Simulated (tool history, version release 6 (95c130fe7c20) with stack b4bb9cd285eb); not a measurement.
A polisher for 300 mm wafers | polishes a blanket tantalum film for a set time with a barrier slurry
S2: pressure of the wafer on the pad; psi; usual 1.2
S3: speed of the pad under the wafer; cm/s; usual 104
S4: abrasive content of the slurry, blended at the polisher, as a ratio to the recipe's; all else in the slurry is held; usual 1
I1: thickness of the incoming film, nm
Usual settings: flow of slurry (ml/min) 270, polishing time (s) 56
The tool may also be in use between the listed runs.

{"run": 1, "hour": 0.0, "flow of slurry (ml/min)": 270, "S2": 1.2, "S3": 104, "S4": 1.25, "polishing time (s)": 56, "I1": 394.1, "film removed (angstrom)": 470}
{"run": 2, "hour": 10.3, "flow of slurry (ml/min)": 270, "S2": 1.2, "S3": 104, "S4": 1.25, "polishing time (s)": 56, "I1": 396.8, "film removed (angstrom)": 467}
{"run": 3, "hour": 16.9, "flow of slurry (ml/min)": 270, "S2": 1.2, "S3": 104, "S4": 1, "polishing time (s)": 56, "I1": 389, "film removed (angstrom)": 438}
{"run": 4, "hour": 34.3, "flow of slurry (ml/min)": 270, "S2": 1.2, "S3": 104, "S4": 1, "polishing time (s)": 56, "I1": 385.7, "film removed (angstrom)": 438}
{"run": 5, "hour": 43.4, "flow of slurry (ml/min)": 270, "S2": 1.2, "S3": 104, "S4": 1, "polishing time (s)": 56, "I1": 388, "film removed (angstrom)": 437}
{"run": 6, "hour": 55.3, "flow of slurry (ml/min)": 270, "S2": 1.2, "S3": 104, "S4": 1, "polishing time (s)": 56, "I1": 382.8, "film removed (angstrom)": 434}
{"run": 7, "hour": 70.5, "flow of slurry (ml/min)": 305, "S2": 1.2, "S3": 104, "S4": 1, "polishing time (s)": 60, "I1": 395.4, "film removed (angstrom)": 476}
{"run": 8, "hour": 91.4, "flow of slurry (ml/min)": 305, "S2": 1.2, "S3": 104, "S4": 1, "polishing time (s)": 60, "I1": 394.6, "film removed (angstrom)": 471}
{"run": 9, "hour": 137.0, "flow of slurry (ml/min)": 270, "S2": 1.2, "S3": 104, "S4": 1, "polishing time (s)": 56, "I1": 385.5, "film removed (angstrom)": 478}
{"run": 10, "hour": 149.0, "flow of slurry (ml/min)": 270, "S2": 1.2, "S3": 104, "S4": 0.9, "polishing time (s)": 56, "I1": 390.8, "film removed (angstrom)": 461}
{"run": 11, "hour": 186.9, "flow of slurry (ml/min)": 350, "S2": 1.2, "S3": 104, "S4": 1.2, "polishing time (s)": 56, "I1": 386.5, "film removed (angstrom)": 514}
{"run": 12, "hour": 196.0, "flow of slurry (ml/min)": 220, "S2": 0.9, "S3": 104, "S4": 1.15, "polishing time (s)": 56, "I1": 387, "film removed (angstrom)": 365}
{"run": 13, "hour": 203.8, "flow of slurry (ml/min)": 355, "S2": 1.6, "S3": 104, "S4": 1, "polishing time (s)": 36, "I1": 381.7, "film removed (angstrom)": 418}
{"run": 14, "hour": 213.2, "flow of slurry (ml/min)": 185, "S2": 1.4, "S3": 104, "S4": 1, "polishing time (s)": 50, "I1": 387.6, "film removed (angstrom)": 474}
{"run": 15, "hour": 229.7, "flow of slurry (ml/min)": 215, "S2": 1.2, "S3": 122, "S4": 1, "polishing time (s)": 56, "I1": 382.4, "film removed (angstrom)": 544}
{"run": 16, "hour": 244.1, "flow of slurry (ml/min)": 270, "S2": 1.2, "S3": 104, "S4": 1, "polishing time (s)": 56, "I1": 386.6, "film removed (angstrom)": 471}
{"run": 17, "hour": 253.1, "flow of slurry (ml/min)": 270, "S2": 1.2, "S3": 104, "S4": 1, "polishing time (s)": 62, "I1": 390.5, "film removed (angstrom)": 532}
{"run": 18, "hour": 259.3, "flow of slurry (ml/min)": 360, "S2": 1.2, "S3": 104, "S4": 0.9, "polishing time (s)": 56, "I1": 383.2, "film removed (angstrom)": 478}
{"run": 19, "hour": 271.1, "flow of slurry (ml/min)": 335, "S2": 1.6, "S3": 104, "S4": 1, "polishing time (s)": 56, "I1": 387.1, "film removed (angstrom)": 651}
{"run": 20, "hour": 282.5, "flow of slurry (ml/min)": 270, "S2": 1.2, "S3": 104, "S4": 1, "polishing time (s)": 56, "I1": 394.4, "film removed (angstrom)": 478}
{"run": 21, "hour": 294.9, "flow of slurry (ml/min)": 205, "S2": 1.5, "S3": 104, "S4": 1.1, "polishing time (s)": 45, "I1": 391.9, "film removed (angstrom)": 473}

Not shown: 7 entries that the log had between the listed runs. Between which runs, and how does the tool's hidden state differ before and after?
Between runs 3 and 4: worn pad replaced by a new one (hour 27.8)
  slurry flow missing at the pad, %: 41.8 -> 43.5
  measured less the result without the state, film removed (angstrom): -39 -> -42
Between runs 8 and 9: slurry blender recalibrated (hour 100.5); worn pad replaced by a new one (hour 101.5); slurry nozzle cleaned (hour 110.5)
  slurry flow missing at the pad, %: 49.2 -> 2.11
  measured less the result without the state, film removed (angstrom): -50 -> -2
Between runs 10 and 11: head pressure recalibrated (hour 156.9); worn pad replaced by a new one (hour 186.4)
  slurry flow missing at the pad, %: 2.16 -> 2.4
  measured less the result without the state, film removed (angstrom): -1 -> -1
Between runs 18 and 19: worn pad replaced by a new one (hour 267.4)
  slurry flow missing at the pad, %: 3.31 -> 3.51
  measured less the result without the state, film removed (angstrom): -2 -> -2
